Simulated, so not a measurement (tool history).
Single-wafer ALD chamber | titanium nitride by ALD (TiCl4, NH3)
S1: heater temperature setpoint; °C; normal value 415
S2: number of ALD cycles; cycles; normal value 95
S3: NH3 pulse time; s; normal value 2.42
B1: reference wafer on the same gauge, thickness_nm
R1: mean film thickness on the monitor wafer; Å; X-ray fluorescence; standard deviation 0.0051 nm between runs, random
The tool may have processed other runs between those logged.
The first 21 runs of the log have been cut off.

run 22 hour=492 | S1=415 S2=81 S3=2.8 | B1=1.9 | R1=17.65
run 23 hour=524.6 | S1=409 S2=88 S3=3.22 | B1=1.9 | R1=19.21
run 24 hour=556.2 | S1=415 S2=82 S3=2.42 | B1=1.9 | R1=17.74
run 25 hour=576.6 | S1=421 S2=84 S3=3.01 | B1=1.899 | R1=18.35
run 26 hour=596.4 | S1=421 S2=83 S3=1.88 | B1=1.899 | R1=17.86
run 27 hour=611.2 | S1=408 S2=105 S3=3.29 | B1=1.899 | R1=22.86
run 28 hour=632 | S1=415 S2=95 S3=2.42 | B1=1.9 | R1=20.57
run 29 hour=648.6 | S1=403 S2=78 S3=2.74 | B1=1.9 | R1=16.95
run 30 hour=716.5 | S1=427 S2=84 S3=2.42 | B1=1.9 | R1=18.23
run 31 hour=730.7 | S1=425 S2=84 S3=1.66 | B1=1.9 | R1=18.1
run 32 hour=761.3 | S1=406 S2=81 S3=2.73 | B1=1.9 | R1=17.55
run 33 hour=781.5 | S1=415 S2=81 S3=2.8 | B1=1.899 | R1=17.57
run 34 hour=815.3 | S1=402 S2=85 S3=2.16 | B1=1.9 | R1=18.25
run 35 hour=832.5 | S1=405 S2=105 S3=2.42 | B1=1.9 | R1=22.72
run 36 hour=868.1 | S1=415 S2=105 S3=3.25 | B1=1.9 | R1=22.89
run 37 hour=929.1 | S1=404 S2=84 S3=2.17 | B1=1.899 | R1=18.15
run 38 hour=960.6 | S1=403 S2=88 S3=2.98 | B1=1.9 | R1=19.17

Alternative continuations, all from the tool just after run 38; predict every row:
run A hour=961.2 | S1=415 S2=95 S3=2.42 | B1=? | R1=?
run B hour=961.2 | S1=415 S2=95 S3=1.76 | B1=? | R1=?
run C hour=961.2 | S1=424 S2=84 S3=2.42 | B1=? | R1=?

run=A B1=1.9 R1=20.58
run=B B1=1.9 R1=20.36
run=C B1=1.9 R1=18.24
With no hidden state in the tool, these same runs would have given:
run=A R1=20.58
run=B R1=20.36
run=C R1=18.24

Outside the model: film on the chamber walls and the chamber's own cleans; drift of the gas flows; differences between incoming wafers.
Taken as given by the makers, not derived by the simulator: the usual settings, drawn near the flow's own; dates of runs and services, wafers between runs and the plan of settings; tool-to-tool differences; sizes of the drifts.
